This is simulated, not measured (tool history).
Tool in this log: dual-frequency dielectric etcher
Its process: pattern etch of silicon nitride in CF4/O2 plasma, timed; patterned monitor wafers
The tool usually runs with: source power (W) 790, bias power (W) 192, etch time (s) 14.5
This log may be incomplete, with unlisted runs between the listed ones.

| run | hour | source power (W) | bias power (W) | etch time (s) | read-back reference wafer on the same gauge, depth_nm | mean etch depth across the wafer (Å) |
|---|---|---|---|---|---|---|
| 1 | 0 | 880 | 226 | 14.5 | 38.08 | 518.2 |
| 2 | 14.8 | 950 | 166 | 14.5 | 38.09 | 513 |
| 3 | 22.3 | 790 | 206 | 14.5 | 38.1 | 449.6 |
| 4 | 29.9 | 790 | 206 | 14.5 | 38.09 | 449.9 |
| 5 | 40.1 | 790 | 192 | 14.5 | 38.1 | 440.5 |
| 6 | 53.8 | 790 | 192 | 14.5 | 38.11 | 438.4 |
| 7 | 61.4 | 640 | 192 | 14.5 | 38.12 | 351.2 |
| 8 | 68.8 | 790 | 192 | 14.5 | 38.1 | 440.2 |
| 9 | 82 | 710 | 212 | 14.5 | 38.11 | 402.3 |
| 10 | 89.6 | 710 | 212 | 14.5 | 38.09 | 404.5 |
| 11 | 103.5 | 710 | 212 | 14.5 | 38.09 | 401.5 |
| 12 | 112 | 790 | 192 | 14.5 | 38.09 | 435 |
| 13 | 126.7 | 790 | 192 | 14.5 | 38.09 | 436.6 |
| 14 | 138 | 790 | 155 | 12 | 38.11 | 338.3 |
|  | 144.1 | source power generator calibrated |
|  | 164.7 | wet clean of the chamber |
| 15 | 165.2 | 790 | 218 | 11.5 | 38.09 | 374.2 |
| 16 | 165.5 | 790 | 192 | 14.5 | 38.1 | 454.1 |
| 17 | 165.8 | 790 | 158 | 16 | 38.1 | 475.3 |
| 18 | 166.1 | 850 | 173 | 10 | 38.09 | 327.4 |

Run 19 comes next. What will it give?
|  | 206.7 | upper electrode replaced |
| 19 | 207.2 | 950 | 158 | 11 | ? | ? |

Logged for run 19: read-back reference wafer on the same gauge, depth_nm 38.11, mean etch depth across the wafer (Å) 392.1.
Had the tool carried no hidden state, the very same run would have given mean etch depth across the wafer (Å) 396.3.
